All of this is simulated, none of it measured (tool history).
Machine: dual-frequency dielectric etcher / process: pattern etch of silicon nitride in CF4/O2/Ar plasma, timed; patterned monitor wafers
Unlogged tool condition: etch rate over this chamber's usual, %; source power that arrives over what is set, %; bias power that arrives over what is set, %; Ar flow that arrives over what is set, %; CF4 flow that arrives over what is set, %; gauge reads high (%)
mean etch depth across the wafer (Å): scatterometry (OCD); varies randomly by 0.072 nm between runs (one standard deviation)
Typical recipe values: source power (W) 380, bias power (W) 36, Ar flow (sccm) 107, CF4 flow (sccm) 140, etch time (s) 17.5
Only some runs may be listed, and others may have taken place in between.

run	day	source power (W)	bias power (W)	Ar flow (sccm)	CF4 flow (sccm)	etch time (s)	wafers since the last listed run	hours since the last wet clean	hours since the last source power generator calibration	hours since the last bias power generator calibration	hours since the last Ar flow controller change	hours since the last CF4 flow controller change	hours since the last upper electrode change	hours since the gauge calibration	read-back reference wafer on the same gauge, depth_nm	mean etch depth across the wafer (Å)
1	0.000	380	36	95	140	17.5	0	99.5	1735.5	4.2	1658.9	4581.0	3300.6	148.7	24.00	234.5
# day 1.804: CF4 flow controller replaced
2	2.842	380	36	95	140	17.5	1076	167.7	1803.7	72.4	1727.1	24.9	3368.8	216.9	24.00	234.2
3	3.888	380	36	95	140	17.5	434	192.8	1828.8	97.5	1752.2	50.0	3393.9	242.0	23.99	234.2
# day 4.692: Ar flow controller replaced
# day 6.362: upper electrode replaced, of another model than before
4	6.383	380	36	107	140	17.5	517	252.7	1888.7	157.4	40.6	109.9	0.5	301.9	23.99	226.9
5	7.983	380	36	134	140	17.5	664	291.1	1927.1	195.8	79.0	148.3	38.9	340.3	24.03	217.9
6	9.175	380	36	107	140	17.5	495	319.7	1955.7	224.4	107.6	176.9	67.5	368.9	24.00	228.5
7	10.546	380	36	80	140	14.0	569	352.6	1988.6	257.3	140.5	209.8	100.4	401.8	24.01	191.1
8	12.562	380	36	107	140	14.5	838	401.0	2037.0	305.7	188.9	258.2	148.8	450.2	24.00	189.3
9	14.050	380	40	81	140	17.5	618	436.7	2072.7	341.4	224.6	293.9	184.5	485.9	24.01	242.8
10	15.342	380	36	107	111	21.5	536	467.7	2103.7	372.4	255.6	324.9	215.5	516.9	23.99	273.8
11	16.992	330	36	133	140	19.5	685	507.3	2143.3	412.0	295.2	364.5	255.1	556.5	24.01	200.7
# day 18.038: wet clean of the chamber
12	18.946	380	36	107	140	20.0	396	21.8	2190.2	458.9	342.1	411.4	302.0	603.4	23.99	261.8
# day 19.996: source power generator calibrated
13	20.817	380	31	125	140	22.5	708	66.7	19.7	503.8	387.0	456.3	346.9	648.3	24.00	276.9
14	23.779	380	36	107	140	17.5	1231	137.8	90.8	574.9	458.1	527.4	418.0	719.4	24.00	227.1
15	25.738	480	36	107	140	17.5	813	184.8	137.8	621.9	505.1	574.4	465.0	766.4	23.99	308.4
16	27.050	380	36	87	140	17.5	545	216.3	169.3	653.4	536.6	605.9	496.5	797.9	24.02	235.8
17	29.638	380	36	107	140	17.5	1075	278.4	231.4	715.5	598.7	668.0	558.6	860.0	24.00	228.1
18	31.004	300	36	107	168	13.0	567	311.2	264.2	748.3	631.5	700.8	591.4	892.8	23.99	122.0
19	33.312	380	36	107	140	17.5	959	366.6	319.6	803.7	686.9	756.2	646.8	948.2	24.02	228.5
20	34.958	380	36	80	140	14.0	683	406.1	359.1	843.2	726.4	795.7	686.3	987.7	24.00	191.9
21	36.067	380	40	127	107	20.5	460	432.7	385.7	869.8	753.0	822.3	712.9	1014.3	24.01	256.4

4 options for the next run, each taken on its own from the tool as it stands now. Forecast them:
A	36.083	380	36	107	140	17.5	6	433.1	386.1	870.2	753.4	822.7	713.3	1014.7	?	?
B	36.083	380	36	107	120	17.5	6	433.1	386.1	870.2	753.4	822.7	713.3	1014.7	?	?
C	36.083	380	42	107	140	22.5	6	433.1	386.1	870.2	753.4	822.7	713.3	1014.7	?	?
D	36.083	380	36	128	140	20.0	6	433.1	386.1	870.2	753.4	822.7	713.3	1014.7	?	?

run	read-back reference wafer on the same gauge, depth_nm	mean etch depth across the wafer (Å)
A	23.99	229.0
B	23.99	225.2
C	23.99	303.3
D	23.99	253.9
Without the tool's hidden state the same runs would have given:
run	mean etch depth across the wafer (Å)
A	227.7
B	223.9
C	301.6
D	252.3
